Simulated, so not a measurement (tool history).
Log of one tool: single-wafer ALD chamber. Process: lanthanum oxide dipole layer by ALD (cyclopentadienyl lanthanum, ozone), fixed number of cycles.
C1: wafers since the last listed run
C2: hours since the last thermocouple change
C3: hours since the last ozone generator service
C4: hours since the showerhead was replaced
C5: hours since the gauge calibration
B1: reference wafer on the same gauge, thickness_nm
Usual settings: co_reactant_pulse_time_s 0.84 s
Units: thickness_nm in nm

run 1 hour=0.0 | co_reactant_pulse_time_s=1.05 | C1=0 C2=471.3 C3=1144.8 C4=3989.8 C5=624.8 | B1=0.514 | thickness_nm=0.487
run 2 hour=33.8 | co_reactant_pulse_time_s=0.92 | C1=384 C2=505.1 C3=1178.6 C4=4023.6 C5=658.6 | B1=0.514 | thickness_nm=0.467
run 3 hour=88.9 | co_reactant_pulse_time_s=0.92 | C1=626 C2=560.2 C3=1233.7 C4=4078.7 C5=713.7 | B1=0.514 | thickness_nm=0.469
run 4 hour=137.9 | co_reactant_pulse_time_s=1.09 | C1=557 C2=609.2 C3=1282.7 C4=4127.7 C5=762.7 | B1=0.514 | thickness_nm=0.492
run 5 hour=178.4 | co_reactant_pulse_time_s=1.09 | C1=460 C2=649.7 C3=1323.2 C4=4168.2 C5=803.2 | B1=0.514 | thickness_nm=0.492
run 6 hour=248.6 | co_reactant_pulse_time_s=0.84 | C1=798 C2=719.9 C3=1393.4 C4=4238.4 C5=873.4 | B1=0.514 | thickness_nm=0.453
run 7 hour=318.0 | co_reactant_pulse_time_s=0.84 | C1=789 C2=789.3 C3=1462.8 C4=4307.8 C5=942.8 | B1=0.514 | thickness_nm=0.453
run 8 hour=346.0 | co_reactant_pulse_time_s=0.97 | C1=318 C2=817.3 C3=1490.8 C4=4335.8 C5=970.8 | B1=0.514 | thickness_nm=0.477
-- hour=362.2 gauge calibrated
-- hour=382.8 ozone generator serviced
run 9 hour=392.6 | co_reactant_pulse_time_s=0.62 | C1=439 C2=863.9 C3=9.8 C4=4382.4 C5=30.4 | B1=0.514 | thickness_nm=0.400
run 10 hour=416.8 | co_reactant_pulse_time_s=1.07 | C1=275 C2=888.1 C3=34.0 C4=4406.6 C5=54.6 | B1=0.514 | thickness_nm=0.489
run 11 hour=480.5 | co_reactant_pulse_time_s=0.51 | C1=724 C2=951.8 C3=97.7 C4=4470.3 C5=118.3 | B1=0.514 | thickness_nm=0.365
-- hour=545.3 showerhead replaced
run 12 hour=605.4 | co_reactant_pulse_time_s=1.14 | C1=1330 C2=1076.7 C3=222.6 C4=60.1 C5=243.2 | B1=0.514 | thickness_nm=0.498
run 13 hour=630.1 | co_reactant_pulse_time_s=0.97 | C1=281 C2=1101.4 C3=247.3 C4=84.8 C5=267.9 | B1=0.514 | thickness_nm=0.475
-- hour=744.8 thermocouple changed; heater temperature recalibrated
run 14 hour=832.9 | co_reactant_pulse_time_s=0.67 | C1=2216 C2=88.1 C3=450.1 C4=287.6 C5=470.7 | B1=0.514 | thickness_nm=0.414
run 15 hour=900.0 | co_reactant_pulse_time_s=0.84 | C1=763 C2=155.2 C3=517.2 C4=354.7 C5=537.8 | B1=0.514 | thickness_nm=0.453
run 16 hour=970.4 | co_reactant_pulse_time_s=0.96 | C1=801 C2=225.6 C3=587.6 C4=425.1 C5=608.2 | B1=0.514 | thickness_nm=0.473
run 17 hour=1010.0 | co_reactant_pulse_time_s=1.17 | C1=450 C2=265.2 C3=627.2 C4=464.7 C5=647.8 | B1=0.514 | thickness_nm=0.502

Forecast each of these 5 alternatives for the next run:
run A hour=1010.4 | co_reactant_pulse_time_s=0.61 | C1=4 C2=265.6 C3=627.6 C4=465.1 C5=648.2 | B1=? | thickness_nm=?
run B hour=1010.4 | co_reactant_pulse_time_s=0.98 | C1=4 C2=265.6 C3=627.6 C4=465.1 C5=648.2 | B1=? | thickness_nm=?
run C hour=1010.4 | co_reactant_pulse_time_s=1.11 | C1=4 C2=265.6 C3=627.6 C4=465.1 C5=648.2 | B1=? | thickness_nm=?
run D hour=1010.4 | co_reactant_pulse_time_s=0.94 | C1=4 C2=265.6 C3=627.6 C4=465.1 C5=648.2 | B1=? | thickness_nm=?
run E hour=1010.4 | co_reactant_pulse_time_s=0.63 | C1=4 C2=265.6 C3=627.6 C4=465.1 C5=648.2 | B1=? | thickness_nm=?

run=A B1=0.514 thickness_nm=0.398
run=B B1=0.514 thickness_nm=0.478
run=C B1=0.514 thickness_nm=0.495
run=D B1=0.514 thickness_nm=0.471
run=E B1=0.514 thickness_nm=0.403
Without the tool's hidden state the same runs would have given:
run=A thickness_nm=0.398
run=B thickness_nm=0.478
run=C thickness_nm=0.495
run=D thickness_nm=0.471
run=E thickness_nm=0.403
